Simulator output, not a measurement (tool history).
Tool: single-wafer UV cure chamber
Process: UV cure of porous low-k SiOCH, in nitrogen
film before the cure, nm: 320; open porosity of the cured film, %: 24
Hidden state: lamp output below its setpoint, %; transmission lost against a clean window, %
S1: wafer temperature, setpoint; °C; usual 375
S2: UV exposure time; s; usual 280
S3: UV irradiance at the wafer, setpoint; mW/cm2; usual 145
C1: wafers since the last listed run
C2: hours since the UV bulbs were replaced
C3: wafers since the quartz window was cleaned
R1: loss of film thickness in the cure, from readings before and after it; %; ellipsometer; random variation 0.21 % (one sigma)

{"run": 1, "hour": 0.0, "S1": 375, "S2": 280, "S3": 145, "C1": 0, "C2": 1403.6, "C3": 2195, "R1": 11.201}
{"hour": 109.2, "done": "quartz window cleaned"}
{"run": 2, "hour": 117.9, "S1": 375, "S2": 280, "S3": 145, "C1": 1004, "C2": 1521.5, "C3": 79, "R1": 11.296}
{"run": 3, "hour": 175.7, "S1": 375, "S2": 280, "S3": 145, "C1": 528, "C2": 1579.3, "C3": 607, "R1": 10.967}
{"run": 4, "hour": 307.9, "S1": 375, "S2": 280, "S3": 145, "C1": 1207, "C2": 1711.5, "C3": 1815, "R1": 10.368}
{"hour": 363.1, "done": "UV bulbs replaced"}
{"run": 5, "hour": 419.1, "S1": 375, "S2": 280, "S3": 145, "C1": 942, "C2": 56, "C3": 2758, "R1": 12.206}
{"hour": 446.5, "done": "quartz window cleaned"}
{"run": 6, "hour": 489.3, "S1": 375, "S2": 280, "S3": 145, "C1": 568, "C2": 126.2, "C3": 391, "R1": 12.992}
{"run": 7, "hour": 592.6, "S1": 365, "S2": 225, "S3": 145, "C1": 943, "C2": 229.5, "C3": 1335, "R1": 11.436}
{"run": 8, "hour": 668.8, "S1": 356, "S2": 280, "S3": 165, "C1": 696, "C2": 305.7, "C3": 2031, "R1": 12.448}
{"run": 9, "hour": 737.0, "S1": 357, "S2": 280, "S3": 145, "C1": 623, "C2": 373.9, "C3": 2654, "R1": 12.148}
{"hour": 794.3, "done": "quartz window cleaned"}
{"run": 10, "hour": 840.0, "S1": 375, "S2": 280, "S3": 162, "C1": 867, "C2": 476.9, "C3": 417, "R1": 13.603}
{"run": 11, "hour": 908.2, "S1": 375, "S2": 235, "S3": 114, "C1": 623, "C2": 545.1, "C3": 1040, "R1": 10.71}
{"run": 12, "hour": 1001.6, "S1": 375, "S2": 280, "S3": 145, "C1": 853, "C2": 638.5, "C3": 1894, "R1": 12.45}
{"run": 13, "hour": 1077.8, "S1": 356, "S2": 280, "S3": 165, "C1": 696, "C2": 714.7, "C3": 2590, "R1": 12.453}
{"run": 14, "hour": 1120.1, "S1": 393, "S2": 355, "S3": 145, "C1": 386, "C2": 757, "C3": 2976, "R1": 12.995}

3 ways to go on from here, each from the tool as it stands after run 14. What would each give?
{"run": "A", "hour": 1120.6, "S1": 375, "S2": 280, "S3": 145, "C1": 4, "C2": 757.5, "C3": 2981, "R1": "?"}
{"run": "B", "hour": 1120.6, "S1": 375, "S2": 280, "S3": 117, "C1": 4, "C2": 757.5, "C3": 2981, "R1": "?"}
{"run": "C", "hour": 1120.6, "S1": 362, "S2": 230, "S3": 129, "C1": 4, "C2": 757.5, "C3": 2981, "R1": "?"}

run=A R1=11.901
run=B R1=10.969
run=C R1=10.313
Without the tool's hidden state the same runs would have given:
run=A R1=13.556
run=B R1=12.592
run=C R1=11.911
